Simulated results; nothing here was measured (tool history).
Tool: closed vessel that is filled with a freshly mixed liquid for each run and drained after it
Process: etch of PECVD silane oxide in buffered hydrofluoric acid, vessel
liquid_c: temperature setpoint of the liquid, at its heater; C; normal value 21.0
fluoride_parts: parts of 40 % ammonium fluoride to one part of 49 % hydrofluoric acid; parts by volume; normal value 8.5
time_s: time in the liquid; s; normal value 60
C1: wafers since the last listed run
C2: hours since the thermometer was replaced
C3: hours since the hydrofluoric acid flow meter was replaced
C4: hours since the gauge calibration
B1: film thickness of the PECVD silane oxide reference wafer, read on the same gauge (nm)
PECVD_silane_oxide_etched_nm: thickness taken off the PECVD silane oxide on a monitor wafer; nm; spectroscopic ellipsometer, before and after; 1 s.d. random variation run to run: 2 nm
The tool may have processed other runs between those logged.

{"run": 1, "hour": 0.0, "liquid_c": 21.0, "fluoride_parts": 8.5, "time_s": 45, "C1": 0, "C2": 1699.7, "C3": 1589.3, "C4": 801.3, "B1": 70.0, "PECVD_silane_oxide_etched_nm": 177.06}
{"run": 2, "hour": 59.0, "liquid_c": 21.0, "fluoride_parts": 8.5, "time_s": 45, "C1": 3940, "C2": 1758.7, "C3": 1648.3, "C4": 860.3, "B1": 70.02, "PECVD_silane_oxide_etched_nm": 177.43}
{"run": 3, "hour": 141.3, "liquid_c": 21.0, "fluoride_parts": 8.5, "time_s": 45, "C1": 5496, "C2": 1841.0, "C3": 1730.6, "C4": 942.6, "B1": 70.0, "PECVD_silane_oxide_etched_nm": 176.89}
{"run": 4, "hour": 194.7, "liquid_c": 21.0, "fluoride_parts": 10.5, "time_s": 60, "C1": 3566, "C2": 1894.4, "C3": 1784.0, "C4": 996.0, "B1": 70.01, "PECVD_silane_oxide_etched_nm": 191.62}
{"run": 5, "hour": 276.7, "liquid_c": 18.5, "fluoride_parts": 8.5, "time_s": 60, "C1": 5476, "C2": 1976.4, "C3": 1866.0, "C4": 1078.0, "B1": 69.99, "PECVD_silane_oxide_etched_nm": 204.99}
{"hour": 446.8, "done": "thermometer replaced"}
{"run": 6, "hour": 509.9, "liquid_c": 18.5, "fluoride_parts": 8.5, "time_s": 60, "C1": 15507, "C2": 63.1, "C3": 2099.2, "C4": 1311.2, "B1": 70.01, "PECVD_silane_oxide_etched_nm": 221.5}
{"run": 7, "hour": 590.1, "liquid_c": 21.0, "fluoride_parts": 7.0, "time_s": 60, "C1": 5356, "C2": 143.3, "C3": 2179.4, "C4": 1391.4, "B1": 70.01, "PECVD_silane_oxide_etched_nm": 309.7}
{"hour": 637.4, "done": "hydrofluoric acid flow meter replaced"}
{"run": 8, "hour": 676.4, "liquid_c": 21.0, "fluoride_parts": 6.5, "time_s": 60, "C1": 5696, "C2": 229.6, "C3": 39.0, "C4": 1477.7, "B1": 69.98, "PECVD_silane_oxide_etched_nm": 304.49}
{"run": 9, "hour": 764.2, "liquid_c": 21.0, "fluoride_parts": 6.5, "time_s": 60, "C1": 5863, "C2": 317.4, "C3": 126.8, "C4": 1565.5, "B1": 69.99, "PECVD_silane_oxide_etched_nm": 295.14}
{"run": 10, "hour": 825.3, "liquid_c": 21.0, "fluoride_parts": 8.5, "time_s": 50, "C1": 4080, "C2": 378.5, "C3": 187.9, "C4": 1626.6, "B1": 69.98, "PECVD_silane_oxide_etched_nm": 189.47}
{"run": 11, "hour": 864.1, "liquid_c": 22.0, "fluoride_parts": 8.5, "time_s": 60, "C1": 2591, "C2": 417.3, "C3": 226.7, "C4": 1665.4, "B1": 69.98, "PECVD_silane_oxide_etched_nm": 241.28}
{"run": 12, "hour": 951.3, "liquid_c": 21.0, "fluoride_parts": 5.0, "time_s": 60, "C1": 5823, "C2": 504.5, "C3": 313.9, "C4": 1752.6, "B1": 70.0, "PECVD_silane_oxide_etched_nm": 375.34}
{"run": 13, "hour": 1020.1, "liquid_c": 22.5, "fluoride_parts": 5.0, "time_s": 60, "C1": 4594, "C2": 573.3, "C3": 382.7, "C4": 1821.4, "B1": 70.02, "PECVD_silane_oxide_etched_nm": 408.52}
{"run": 14, "hour": 1086.6, "liquid_c": 18.0, "fluoride_parts": 11.5, "time_s": 80, "C1": 4441, "C2": 639.8, "C3": 449.2, "C4": 1887.9, "B1": 70.01, "PECVD_silane_oxide_etched_nm": 199.28}
{"run": 15, "hour": 1358.5, "liquid_c": 23.5, "fluoride_parts": 8.5, "time_s": 60, "C1": 18158, "C2": 911.7, "C3": 721.1, "C4": 2159.8, "B1": 70.0, "PECVD_silane_oxide_etched_nm": 267.02}
{"run": 16, "hour": 1434.2, "liquid_c": 18.0, "fluoride_parts": 5.5, "time_s": 40, "C1": 5055, "C2": 987.4, "C3": 796.8, "C4": 2235.5, "B1": 70.01, "PECVD_silane_oxide_etched_nm": 197.57}
{"hour": 1443.1, "done": "gauge calibrated"}
{"run": 17, "hour": 1516.0, "liquid_c": 21.0, "fluoride_parts": 7.5, "time_s": 60, "C1": 5463, "C2": 1069.2, "C3": 878.6, "C4": 72.9, "B1": 69.99, "PECVD_silane_oxide_etched_nm": 267.69}
{"run": 18, "hour": 1567.6, "liquid_c": 17.5, "fluoride_parts": 8.5, "time_s": 35, "C1": 3446, "C2": 1120.8, "C3": 930.2, "C4": 124.5, "B1": 70.0, "PECVD_silane_oxide_etched_nm": 111.66}
{"run": 19, "hour": 1621.4, "liquid_c": 23.5, "fluoride_parts": 10.5, "time_s": 85, "C1": 3593, "C2": 1174.6, "C3": 984.0, "C4": 178.3, "B1": 70.01, "PECVD_silane_oxide_etched_nm": 314.22}
{"run": 20, "hour": 1671.4, "liquid_c": 21.0, "fluoride_parts": 8.5, "time_s": 45, "C1": 3339, "C2": 1224.6, "C3": 1034.0, "C4": 228.3, "B1": 69.99, "PECVD_silane_oxide_etched_nm": 175.17}
{"run": 21, "hour": 1766.6, "liquid_c": 24.0, "fluoride_parts": 8.5, "time_s": 60, "C1": 6357, "C2": 1319.8, "C3": 1129.2, "C4": 323.5, "B1": 70.0, "PECVD_silane_oxide_etched_nm": 274.95}
{"run": 22, "hour": 1840.6, "liquid_c": 21.0, "fluoride_parts": 8.5, "time_s": 60, "C1": 4942, "C2": 1393.8, "C3": 1203.2, "C4": 397.5, "B1": 70.02, "PECVD_silane_oxide_etched_nm": 231.84}
{"run": 23, "hour": 1917.1, "liquid_c": 21.0, "fluoride_parts": 8.5, "time_s": 60, "C1": 5109, "C2": 1470.3, "C3": 1279.7, "C4": 474.0, "B1": 70.02, "PECVD_silane_oxide_etched_nm": 232.49}
{"run": 24, "hour": 1993.1, "liquid_c": 21.0, "fluoride_parts": 5.5, "time_s": 60, "C1": 5075, "C2": 1546.3, "C3": 1355.7, "C4": 550.0, "B1": 70.0, "PECVD_silane_oxide_etched_nm": 352.16}
{"run": 25, "hour": 2061.9, "liquid_c": 23.0, "fluoride_parts": 8.5, "time_s": 60, "C1": 4594, "C2": 1615.1, "C3": 1424.5, "C4": 618.8, "B1": 69.99, "PECVD_silane_oxide_etched_nm": 260.23}
{"run": 26, "hour": 2124.6, "liquid_c": 22.5, "fluoride_parts": 5.5, "time_s": 60, "C1": 4187, "C2": 1677.8, "C3": 1487.2, "C4": 681.5, "B1": 69.97, "PECVD_silane_oxide_etched_nm": 380.74}
{"run": 27, "hour": 2183.6, "liquid_c": 21.0, "fluoride_parts": 8.5, "time_s": 60, "C1": 3940, "C2": 1736.8, "C3": 1546.2, "C4": 740.5, "B1": 70.01, "PECVD_silane_oxide_etched_nm": 235.67}
{"hour": 2215.8, "done": "thermometer replaced"}
{"run": 28, "hour": 2240.4, "liquid_c": 21.0, "fluoride_parts": 8.5, "time_s": 60, "C1": 3726, "C2": 24.6, "C3": 1603.0, "C4": 797.3, "B1": 70.02, "PECVD_silane_oxide_etched_nm": 250.47}
{"run": 29, "hour": 2460.6, "liquid_c": 21.0, "fluoride_parts": 8.5, "time_s": 80, "C1": 14706, "C2": 244.8, "C3": 1823.2, "C4": 1017.5, "B1": 70.02, "PECVD_silane_oxide_etched_nm": 334.72}
{"run": 30, "hour": 2549.0, "liquid_c": 22.5, "fluoride_parts": 8.5, "time_s": 40, "C1": 5903, "C2": 333.2, "C3": 1911.6, "C4": 1105.9, "B1": 70.0, "PECVD_silane_oxide_etched_nm": 181.8}
{"run": 31, "hour": 2604.0, "liquid_c": 21.0, "fluoride_parts": 8.5, "time_s": 60, "C1": 3673, "C2": 388.2, "C3": 1966.6, "C4": 1160.9, "B1": 69.99, "PECVD_silane_oxide_etched_nm": 250.79}
{"run": 32, "hour": 2677.5, "liquid_c": 22.5, "fluoride_parts": 7.0, "time_s": 70, "C1": 4908, "C2": 461.7, "C3": 2040.1, "C4": 1234.4, "B1": 70.0, "PECVD_silane_oxide_etched_nm": 379.68}

A few steps of PECVD_silane_oxide_etched_nm between consecutive runs. Split each: what settings, incoming material and random variation would produce without the hidden state, and what is left over for the hidden state, along with gauge scatter present in only one of the two compared results (measured, and without hidden state):
What the log doesn't record here: liquid colder than its thermometer reads (K); hydrofluoric acid flow above the setpoint (%); gauge reads high (%).
Run 5 -> 6: thermometer replaced. PECVD_silane_oxide_etched_nm +16.51 nm: hidden state +16.52, all else -0.01.
Run 7 -> 8: fluoride_parts 7.0 -> 6.5, hydrofluoric acid flow meter replaced. PECVD_silane_oxide_etched_nm -5.21 nm: hidden state -28.54, all else +23.33.
Run 13 -> 14: liquid_c 22.5 -> 18.0, fluoride_parts 5.0 -> 11.5, time_s 60 -> 80. PECVD_silane_oxide_etched_nm -209.24 nm: hidden state +0.15, all else -209.39.
Run 17 -> 18: liquid_c 21.0 -> 17.5, fluoride_parts 7.5 -> 8.5, time_s 60 -> 35. PECVD_silane_oxide_etched_nm -156.03 nm: hidden state -2.16, all else -153.87.
Run 18 -> 19: liquid_c 17.5 -> 23.5, fluoride_parts 8.5 -> 10.5, time_s 35 -> 85. PECVD_silane_oxide_etched_nm +202.56 nm: hidden state +0.32, all else +202.24.
Run 27 -> 28: thermometer replaced. PECVD_silane_oxide_etched_nm +14.80 nm: hidden state +15.35, all else -0.55.
